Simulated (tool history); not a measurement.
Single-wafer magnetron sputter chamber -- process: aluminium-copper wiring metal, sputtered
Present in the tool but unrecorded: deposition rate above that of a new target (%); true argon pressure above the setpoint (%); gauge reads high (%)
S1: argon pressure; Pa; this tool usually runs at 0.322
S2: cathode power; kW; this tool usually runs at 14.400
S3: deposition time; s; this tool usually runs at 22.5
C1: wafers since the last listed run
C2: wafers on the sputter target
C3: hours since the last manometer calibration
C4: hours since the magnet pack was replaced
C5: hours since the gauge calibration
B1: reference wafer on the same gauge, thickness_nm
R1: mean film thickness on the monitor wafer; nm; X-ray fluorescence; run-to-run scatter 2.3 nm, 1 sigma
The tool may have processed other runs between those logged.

run,hour,S1,S2,S3,C1,C2,C3,C4,C5,B1,R1
1,0.0,0.322,14.400,22.5,0,4076,1949.5,12672.4,138.3,716.240,592.459
2,6.1,0.322,14.400,22.5,204,4280,1955.6,12678.5,144.4,716.916,592.592
3,23.5,0.322,14.400,23.6,582,4862,1973.0,12695.9,161.8,717.509,622.464
4,33.2,0.322,13.500,22.5,324,5187,1982.7,12705.6,171.5,716.800,552.204
5,51.2,0.322,14.400,22.5,602,5789,2000.7,12723.6,189.5,716.906,590.622
# hour 100.2: sputter target and shields replaced
# hour 103.0: gauge calibrated
# hour 104.4: capacitance manometer re-zeroed and calibrated
6,104.9,0.322,14.400,22.5,1389,17,0.5,12777.3,1.9,716.961,580.577
7,111.6,0.322,14.400,24.2,224,241,7.2,12784.0,8.6,716.894,620.661
8,124.8,0.322,14.400,24.2,441,683,20.4,12797.2,21.8,716.326,622.145
9,133.2,0.419,17.800,20.0,281,964,28.8,12805.6,30.2,716.844,581.528
# hour 142.6: magnet pack replaced
# hour 149.4: sputter target and shields replaced, repeated, since the last time left the tool worse
10,149.9,0.432,11.800,24.8,63,16,45.5,7.3,46.9,717.875,492.176
11,152.9,0.322,14.400,22.5,100,116,48.5,10.3,49.9,716.992,601.901
12,164.4,0.322,14.400,23.9,384,501,60.0,21.8,61.4,717.375,634.157
13,170.9,0.322,14.400,22.5,217,719,66.5,28.3,67.9,717.624,597.419
14,183.5,0.322,14.400,22.5,421,1141,79.1,40.9,80.5,717.306,595.320
15,195.6,0.322,11.050,25.5,404,1546,91.2,53.0,92.6,715.574,517.248
16,225.5,0.411,14.400,22.5,1000,2546,121.1,82.9,122.5,718.163,550.516
17,237.7,0.368,11.300,19.4,408,2955,133.3,95.1,134.7,717.041,384.868

Pick out some run-to-run changes in R1. Of each, how much would a tool without hidden state show as well, from the settings, what came in and chance, and how much is left for the hidden state and any gauge scatter not in both results compared?
Run 9 -> 10: S1 0.419 -> 0.432, S2 17.800 -> 11.800, S3 20.0 -> 24.8, magnet pack replaced, sputter target and shields replaced, repeated, since the last time left the tool worse. R1 -89.352 nm: hidden state +23.296, all else -112.648.
Run 16 -> 17: S1 0.411 -> 0.368, S2 14.400 -> 11.300, S3 22.5 -> 19.4. R1 -165.648 nm: hidden state +1.918, all else -167.566.
